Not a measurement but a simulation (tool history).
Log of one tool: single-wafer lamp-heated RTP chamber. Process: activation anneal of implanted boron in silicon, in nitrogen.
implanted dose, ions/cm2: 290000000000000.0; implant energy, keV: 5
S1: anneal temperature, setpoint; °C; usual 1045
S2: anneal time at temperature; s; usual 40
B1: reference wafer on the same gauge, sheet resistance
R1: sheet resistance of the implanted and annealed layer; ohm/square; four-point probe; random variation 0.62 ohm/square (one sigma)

{"run": 1, "hour": 0.0, "S1": 1036, "S2": 40, "B1": 468.05, "R1": 415.93}
{"run": 2, "hour": 26.9, "S1": 1036, "S2": 40, "B1": 467.98, "R1": 415.69}
{"run": 3, "hour": 70.3, "S1": 1037, "S2": 40, "B1": 467.89, "R1": 414.19}
{"run": 4, "hour": 113.4, "S1": 1045, "S2": 40, "B1": 467.94, "R1": 411.25}
{"run": 5, "hour": 184.8, "S1": 1045, "S2": 40, "B1": 468.0, "R1": 409.81}
{"run": 6, "hour": 228.3, "S1": 1057, "S2": 40, "B1": 467.99, "R1": 405.22}
{"hour": 257.6, "done": "pyrometer window cleaned and pyrometer calibrated"}
{"run": 7, "hour": 267.9, "S1": 1057, "S2": 40, "B1": 468.18, "R1": 408.76}
{"hour": 301.5, "done": "reflector plate cleaned"}
{"run": 8, "hour": 326.3, "S1": 1061, "S2": 40, "B1": 467.84, "R1": 409.16}
{"run": 9, "hour": 351.2, "S1": 1045, "S2": 40, "B1": 467.97, "R1": 414.34}
{"run": 10, "hour": 396.9, "S1": 1045, "S2": 40, "B1": 468.15, "R1": 413.94}
{"run": 11, "hour": 466.7, "S1": 1045, "S2": 40, "B1": 467.82, "R1": 412.54}
{"run": 12, "hour": 527.7, "S1": 1045, "S2": 40, "B1": 468.11, "R1": 413.03}
{"run": 13, "hour": 554.4, "S1": 1045, "S2": 40, "B1": 468.0, "R1": 411.39}
{"run": 14, "hour": 609.5, "S1": 1045, "S2": 40, "B1": 468.05, "R1": 410.29}
{"run": 15, "hour": 641.4, "S1": 1058, "S2": 40, "B1": 467.92, "R1": 405.44}
{"hour": 676.3, "done": "gauge calibrated"}
{"hour": 684.8, "done": "pyrometer window cleaned and pyrometer calibrated"}
{"run": 16, "hour": 685.3, "S1": 1030, "S2": 40, "B1": 468.01, "R1": 416.49}
{"run": 17, "hour": 740.8, "S1": 1037, "S2": 28, "B1": 468.01, "R1": 418.2}
{"run": 18, "hour": 796.8, "S1": 1016, "S2": 40, "B1": 468.1, "R1": 418.79}
{"hour": 821.5, "done": "reflector plate cleaned"}
{"run": 19, "hour": 863.5, "S1": 1054, "S2": 49, "B1": 468.08, "R1": 407.99}
{"run": 20, "hour": 892.9, "S1": 1057, "S2": 25, "B1": 468.22, "R1": 416.45}
{"run": 21, "hour": 926.6, "S1": 1045, "S2": 47, "B1": 467.84, "R1": 409.97}
{"run": 22, "hour": 974.4, "S1": 1045, "S2": 40, "B1": 467.95, "R1": 410.54}
{"hour": 1102.4, "done": "pyrometer window cleaned and pyrometer calibrated"}
{"run": 23, "hour": 1122.5, "S1": 1037, "S2": 48, "B1": 467.89, "R1": 413.08}
{"run": 24, "hour": 1155.2, "S1": 1037, "S2": 17, "B1": 468.1, "R1": 424.34}
{"hour": 1268.3, "done": "reflector plate cleaned"}
{"run": 25, "hour": 1300.0, "S1": 1045, "S2": 40, "B1": 467.95, "R1": 413.15}
{"run": 26, "hour": 1368.9, "S1": 1017, "S2": 19, "B1": 468.15, "R1": 426.67}
{"run": 27, "hour": 1405.3, "S1": 1045, "S2": 40, "B1": 468.08, "R1": 411.97}
{"run": 28, "hour": 1464.3, "S1": 1070, "S2": 40, "B1": 467.98, "R1": 403.0}

5 ways to go on from here, each from the tool as it stands after run 28. What would each give?
{"run": "A", "hour": 1464.7, "S1": 1028, "S2": 40, "B1": "?", "R1": "?"}
{"run": "B", "hour": 1464.7, "S1": 1037, "S2": 54, "B1": "?", "R1": "?"}
{"run": "C", "hour": 1464.7, "S1": 1022, "S2": 61, "B1": "?", "R1": "?"}
{"run": "D", "hour": 1464.7, "S1": 1068, "S2": 63, "B1": "?", "R1": "?"}
{"run": "E", "hour": 1464.7, "S1": 1054, "S2": 40, "B1": "?", "R1": "?"}

run=A B1=468.07 R1=416.37
run=B B1=468.07 R1=409.56
run=C B1=468.07 R1=411.98
run=D B1=468.07 R1=396.16
run=E B1=468.07 R1=409.44
Without the tool's hidden state the same runs would have given:
run=A R1=419.18
run=B R1=413.06
run=C R1=415.45
run=D R1=400.69
run=E R1=412.94
